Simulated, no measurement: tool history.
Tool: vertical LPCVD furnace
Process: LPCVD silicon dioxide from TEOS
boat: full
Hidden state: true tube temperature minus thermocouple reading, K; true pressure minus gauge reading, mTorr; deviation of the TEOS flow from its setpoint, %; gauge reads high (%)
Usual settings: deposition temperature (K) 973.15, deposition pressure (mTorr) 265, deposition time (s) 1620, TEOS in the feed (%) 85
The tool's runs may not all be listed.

run   hour  deposition temperature (K)  deposition pressure (mTorr)  deposition time (s)  TEOS in the feed (%)  wafers since the last listed run  hours since the last temperature calibration  hours since the pressure gauge was zeroed  hours since the TEOS flow controller was replaced  hours since the gauge calibration  read-back reference wafer on the same gauge, thickness  film thickness on the monitor wafer in the middle of the boat (nm)
  1    0.0                      973.15                          265                 1620                    72                                 0                                        3075.6                                     1689.6                                             3302.0                              294.5                                                  164.97                                                              200.73
  2   18.4                      973.15                          265                 1620                    72                               299                                        3094.0                                     1708.0                                             3320.4                              312.9                                                  164.91                                                              200.24
  3   32.4                      973.15                          265                 1620                    72                               227                                        3108.0                                     1722.0                                             3334.4                              326.9                                                  164.98                                                              201.63
  4   47.2                      973.15                          250                 1620                    85                               240                                        3122.8                                     1736.8                                             3349.2                              341.7                                                  165.03                                                              212.98
  5   63.9                      973.15                          250                 1620                    85                               271                                        3139.5                                     1753.5                                             3365.9                              358.4                                                  164.89                                                              212.26
  6   76.2                      973.15                          250                 1620                    85                               199                                        3151.8                                     1765.8                                             3378.2                              370.7                                                  164.97                                                              212.50
  7   89.1                      973.15                          265                 1620                    85                               209                                        3164.7                                     1778.7                                             3391.1                              383.6                                                  164.98                                                              218.74
  8  100.4                      973.15                          265                 1620                    85                               183                                        3176.0                                     1790.0                                             3402.4                              394.9                                                  165.01                                                              218.98
  9  108.2                      973.15                          265                 1620                    85                               126                                        3183.8                                     1797.8                                             3410.2                              402.7                                                  164.94                                                              218.83
     137.5  -- gauge calibrated
     137.9  -- TEOS flow controller replaced
     143.3  -- thermocouples replaced and temperature profile calibrated
 10  143.8                      973.15                          265                 1620                    85                               101                                           0.5                                     1833.4                                                5.9                                6.3                                                  165.01                                                              205.41
 11  148.5                      973.15                          265                 1620                    94                                76                                           5.2                                     1838.1                                               10.6                               11.0                                                  165.11                                                              216.29
 12  153.3                      973.15                          265                 2010                    85                                78                                          10.0                                     1842.9                                               15.4                               15.8                                                  164.97                                                              255.54
 13  162.1                      973.15                          265                 2010                    85                               143                                          18.8                                     1851.7                                               24.2                               24.6                                                  165.09                                                              256.08
 14  172.2                      973.15                          265                 1620                    72                               164                                          28.9                                     1861.8                                               34.3                               34.7                                                  165.09                                                              189.61
 15  191.9                      973.15                          265                 1620                    72                               320                                          48.6                                     1881.5                                               54.0                               54.4                                                  164.94                                                              188.96
 16  202.2                      973.15                          265                 1620                    85                               167                                          58.9                                     1891.8                                               64.3                               64.7                                                  165.02                                                              205.98
 17  213.7                      973.15                          250                 1620                    85                               186                                          70.4                                     1903.3                                               75.8                               76.2                                                  165.06                                                              199.43
 18  225.6                      973.15                          265                 2040                    85                               193                                          82.3                                     1915.2                                               87.7                               88.1                                                  165.03                                                              258.68
 19  236.4                      973.15                          265                 1620                    85                               175                                          93.1                                     1926.0                                               98.5                               98.9                                                  164.89                                                              204.56
 20  249.4                      984.15                          325                 1440                    78                               211                                         106.1                                     1939.0                                              111.5                              111.9                                                  165.00                                                              249.92
     277.7  -- pressure gauge zeroed
 21  278.2                      965.15                          325                 1950                    95                                78                                         134.9                                        0.5                                              140.3                              140.7                                                  164.98                                                              240.87
 22  283.0                      973.15                          295                 1620                    85                                78                                         139.7                                        5.3                                              145.1                              145.5                                                  164.98                                                              217.01
 23  289.4                      973.15                          290                 1440                    95                               104                                         146.1                                       11.7                                              151.5                              151.9                                                  165.08                                                              202.80
 24  307.3                      973.15                          220                 1260                    97                               290                                         164.0                                       29.6                                              169.4                              169.8                                                  165.03                                                              154.91
 25  318.5                      973.15                          295                 1440                    97                               182                                         175.2                                       40.8                                              180.6                              181.0                                                  165.02                                                              205.27
 26  334.7                      965.15                          325                 1950                    95                               263                                         191.4                                       57.0                                              196.8                              197.2                                                  164.99                                                              241.53
 27  344.3                      968.15                          235                 1620                    72                               156                                         201.0                                       66.6                                              206.4                              206.8                                                  164.94                                                              158.37
 28  361.7                      968.15                          205                  990                    78                               282                                         218.4                                       84.0                                              223.8                              224.2                                                  165.01                                                               94.20
 29  381.1                      966.15                          325                 1410                    78                               315                                         237.8                                      103.4                                              243.2                              243.6                                                  165.10                                                              161.33
 30  398.7                      973.15                          290                 1440                    95                               286                                         255.4                                      121.0                                              260.8                              261.2                                                  165.00                                                              202.30
 31  406.7                      973.15                          310                 2160                    85                               130                                         263.4                                      129.0                                              268.8                              269.2                                                  164.99                                                              298.10
 32  417.7                      966.15                          265                 1140                    85                               178                                         274.4                                      140.0                                              279.8                              280.2                                                  164.96                                                              123.29

Measured less the same run without the tool's hidden state. The same run-to-run variation is in both; the gauge's scatter may not be:
run  film thickness on the monitor wafer in the middle of the boat (nm)
  1                                                              +13.89
  2                                                              +14.01
  3                                                              +14.23
  4                                                              +15.17
  5                                                              +15.27
  6                                                              +15.40
  7                                                              +15.97
  8                                                              +16.10
  9                                                              +16.17
 10                                                               +2.96
 11                                                               +3.11
 12                                                               +3.68
 13                                                               +3.69
 14                                                               +2.73
 15                                                               +2.72
 16                                                               +2.97
 17                                                               +2.88
 18                                                               +3.74
 19                                                               +2.96
 20                                                               +3.54
 21                                                               +3.56
 22                                                               +3.15
 23                                                               +2.95
 24                                                               +2.26
 25                                                               +3.00
 26                                                               +3.60
 27                                                               +2.35
 28                                                               +1.40
 29                                                               +2.42
 30                                                               +3.01
 31                                                               +4.44
 32                                                               +1.87

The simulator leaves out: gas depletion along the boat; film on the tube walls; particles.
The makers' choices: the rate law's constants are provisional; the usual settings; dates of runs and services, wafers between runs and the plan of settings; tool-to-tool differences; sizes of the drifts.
